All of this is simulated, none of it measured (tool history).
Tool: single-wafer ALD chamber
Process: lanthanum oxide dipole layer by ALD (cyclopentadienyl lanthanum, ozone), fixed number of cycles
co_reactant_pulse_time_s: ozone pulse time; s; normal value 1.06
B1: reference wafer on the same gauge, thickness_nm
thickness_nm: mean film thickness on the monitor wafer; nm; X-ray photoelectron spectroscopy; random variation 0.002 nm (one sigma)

run 1 day=0.000 | co_reactant_pulse_time_s=1.06 | B1=0.462 | thickness_nm=0.474
run 2 day=2.450 | co_reactant_pulse_time_s=1.06 | B1=0.461 | thickness_nm=0.466
run 3 day=5.279 | co_reactant_pulse_time_s=1.06 | B1=0.462 | thickness_nm=0.468
run 4 day=8.612 | co_reactant_pulse_time_s=1.15 | B1=0.461 | thickness_nm=0.475
run 5 day=12.971 | co_reactant_pulse_time_s=0.80 | B1=0.461 | thickness_nm=0.427
run 6 day=14.592 | co_reactant_pulse_time_s=0.80 | B1=0.461 | thickness_nm=0.426
run 7 day=17.938 | co_reactant_pulse_time_s=0.73 | B1=0.460 | thickness_nm=0.414
run 8 day=19.621 | co_reactant_pulse_time_s=0.73 | B1=0.460 | thickness_nm=0.407
run 9 day=22.450 | co_reactant_pulse_time_s=1.06 | B1=0.460 | thickness_nm=0.453
-- day=22.929 ozone generator serviced
run 10 day=26.596 | co_reactant_pulse_time_s=1.20 | B1=0.462 | thickness_nm=0.487
run 11 day=29.650 | co_reactant_pulse_time_s=1.37 | B1=0.461 | thickness_nm=0.492
-- day=30.238 gauge calibrated
run 12 day=31.204 | co_reactant_pulse_time_s=1.37 | B1=0.461 | thickness_nm=0.499
run 13 day=33.521 | co_reactant_pulse_time_s=1.37 | B1=0.462 | thickness_nm=0.496
run 14 day=37.675 | co_reactant_pulse_time_s=1.32 | B1=0.461 | thickness_nm=0.490
run 15 day=39.504 | co_reactant_pulse_time_s=1.27 | B1=0.462 | thickness_nm=0.485
run 16 day=41.742 | co_reactant_pulse_time_s=0.85 | B1=0.461 | thickness_nm=0.441
run 17 day=43.996 | co_reactant_pulse_time_s=1.06 | B1=0.461 | thickness_nm=0.462
run 18 day=47.588 | co_reactant_pulse_time_s=0.89 | B1=0.461 | thickness_nm=0.438
-- day=48.879 thermocouple changed; heater temperature recalibrated
run 19 day=50.125 | co_reactant_pulse_time_s=1.30 | B1=0.461 | thickness_nm=0.480
run 20 day=54.575 | co_reactant_pulse_time_s=1.06 | B1=0.461 | thickness_nm=0.455
-- day=54.967 showerhead replaced
run 21 day=56.233 | co_reactant_pulse_time_s=1.31 | B1=0.461 | thickness_nm=0.480
-- day=59.304 ozone generator serviced
run 22 day=60.038 | co_reactant_pulse_time_s=0.68 | B1=0.461 | thickness_nm=0.424
run 23 day=64.212 | co_reactant_pulse_time_s=1.06 | B1=0.461 | thickness_nm=0.470
run 24 day=67.917 | co_reactant_pulse_time_s=0.95 | B1=0.461 | thickness_nm=0.457
run 25 day=70.454 | co_reactant_pulse_time_s=1.35 | B1=0.461 | thickness_nm=0.497
run 26 day=72.438 | co_reactant_pulse_time_s=1.22 | B1=0.461 | thickness_nm=0.483
run 27 day=75.750 | co_reactant_pulse_time_s=1.18 | B1=0.461 | thickness_nm=0.481
run 28 day=78.283 | co_reactant_pulse_time_s=1.27 | B1=0.460 | thickness_nm=0.484
run 29 day=80.596 | co_reactant_pulse_time_s=0.65 | B1=0.461 | thickness_nm=0.404
run 30 day=83.283 | co_reactant_pulse_time_s=0.75 | B1=0.461 | thickness_nm=0.419
run 31 day=86.888 | co_reactant_pulse_time_s=1.46 | B1=0.461 | thickness_nm=0.496
run 32 day=91.242 | co_reactant_pulse_time_s=0.66 | B1=0.462 | thickness_nm=0.395
run 33 day=93.912 | co_reactant_pulse_time_s=1.29 | B1=0.461 | thickness_nm=0.478

The tool's hidden state at each run:
wafer temperature above the value expected at the setpoint (K): 0, the same for each run
gauge reads high (%): 0, the same for each run
H1: ozone dose above that of a generator just serviced (%)
run=1 H1=-6.65
run=2 H1=-7.96
run=3 H1=-9.48
run=4 H1=-11.3
run=5 H1=-13.6
run=6 H1=-14.5
run=7 H1=-16.3
run=8 H1=-17.2
run=9 H1=-18.7
run=10 H1=-4.26
run=11 H1=-5.89
run=12 H1=-6.72
run=13 H1=-7.97
run=14 H1=-10.2
run=15 H1=-11.2
run=16 H1=-12.4
run=17 H1=-13.6
run=18 H1=-15.5
run=19 H1=-16.9
run=20 H1=-19.2
run=21 H1=-20.1
run=22 H1=-1.1
run=23 H1=-3.34
run=24 H1=-5.33
run=25 H1=-6.69
run=26 H1=-7.75
run=27 H1=-9.52
run=28 H1=-10.9
run=29 H1=-12.1
run=30 H1=-13.6
run=31 H1=-15.5
run=32 H1=-17.8
run=33 H1=-19.3

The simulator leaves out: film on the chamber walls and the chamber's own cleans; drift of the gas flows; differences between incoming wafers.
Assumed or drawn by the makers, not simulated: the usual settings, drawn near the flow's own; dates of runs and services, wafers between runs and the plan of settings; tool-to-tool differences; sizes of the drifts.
